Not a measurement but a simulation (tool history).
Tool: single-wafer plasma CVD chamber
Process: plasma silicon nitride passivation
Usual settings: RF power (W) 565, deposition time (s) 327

run	hour	RF power (W)	deposition time (s)	wafers since the last listed run	hours since the last RF generator calibration	hours since the showerhead was replaced	hours since the gauge calibration	read-back reference wafer on the same gauge, thickness_nm	mean film thickness on the monitor wafer (nm)
1	0.0	565	327	0	1420.9	6322.8	220.4	429.780	485.849
2	18.3	565	327	119	1439.2	6341.1	238.7	430.114	485.231
3	69.5	565	327	333	1490.4	6392.3	289.9	430.011	486.398
4	94.7	565	327	164	1515.6	6417.5	315.1	429.782	485.817
5	118.5	565	327	154	1539.4	6441.3	338.9	430.078	485.112
6	140.1	565	327	140	1561.0	6462.9	360.5	430.110	487.346
7	172.4	565	312	210	1593.3	6495.2	392.8	429.815	464.543
8	207.2	565	312	226	1628.1	6530.0	427.6	430.052	463.329
9	227.7	565	327	133	1648.6	6550.5	448.1	429.972	484.815
10	246.5	565	327	122	1667.4	6569.3	466.9	429.770	486.299
11	277.6	625	362	202	1698.5	6600.4	498.0	430.304	556.548
12	300.3	625	362	147	1721.2	6623.1	520.7	429.925	555.081
13	314.7	625	362	93	1735.6	6637.5	535.1	429.964	557.292
14	338.0	565	327	151	1758.9	6660.8	558.4	430.362	486.247
15	363.2	600	327	164	1784.1	6686.0	583.6	430.012	495.892
16	387.0	600	327	154	1807.9	6709.8	607.4	429.902	497.671
17	401.7	600	327	95	1822.6	6724.5	622.1	429.837	495.631
# hour 411.1: RF generator calibrated
18	428.1	565	327	119	17.0	6750.9	648.5	429.906	478.245
19	453.3	565	327	164	42.2	6776.1	673.7	430.247	477.608
20	474.2	535	301	136	63.1	6797.0	694.6	430.032	433.469
21	488.8	565	327	95	77.7	6811.6	709.2	429.809	477.631
22	515.3	645	386	172	104.2	6838.1	735.7	430.060	586.345
# hour 517.0: gauge calibrated
23	529.6	565	327	93	118.5	6852.4	12.6	429.968	481.106
# hour 557.1: showerhead replaced
# hour 590.8: RF generator calibrated, repeated, since the last time left the tool worse
24	620.2	610	371	485	29.4	63.1	103.2	429.769	572.252
25	633.0	565	327	83	42.2	75.9	116.0	430.035	492.098
26	663.1	565	327	195	72.3	106.0	146.1	430.116	493.266
27	689.6	615	361	172	98.8	132.5	172.6	429.869	557.791
28	702.7	565	269	85	111.9	145.6	185.7	430.003	404.918
29	727.2	485	368	159	136.4	170.1	210.2	429.962	526.420
30	750.4	535	327	151	159.6	193.3	233.4	430.143	481.927
31	773.5	490	299	150	182.7	216.4	256.5	429.738	429.186
32	801.3	565	327	180	210.5	244.2	284.3	429.889	491.973
33	818.4	600	275	111	227.6	261.3	301.4	430.318	420.435
34	877.4	565	273	384	286.6	320.3	360.4	429.922	411.026
35	907.1	485	373	193	316.3	350.0	390.1	429.929	534.173
36	939.0	455	278	207	348.2	381.9	422.0	430.074	389.884
37	965.2	565	327	170	374.4	408.1	448.2	429.971	489.911
38	987.9	500	376	147	397.1	430.8	470.9	429.875	542.748

3 ways to go on from here, each from the tool as it stands after run 38. What would each give?
A	988.4	565	277	3	397.6	431.3	471.4	?	?
B	988.4	675	327	3	397.6	431.3	471.4	?	?
C	988.4	490	327	3	397.6	431.3	471.4	?	?

run	read-back reference wafer on the same gauge, thickness_nm	mean film thickness on the monitor wafer (nm)
A	429.853	415.170
B	429.853	517.883
C	429.853	468.834
Without the tool's hidden state the same runs would have given:
run	mean film thickness on the monitor wafer (nm)
A	418.813
B	522.427
C	472.949
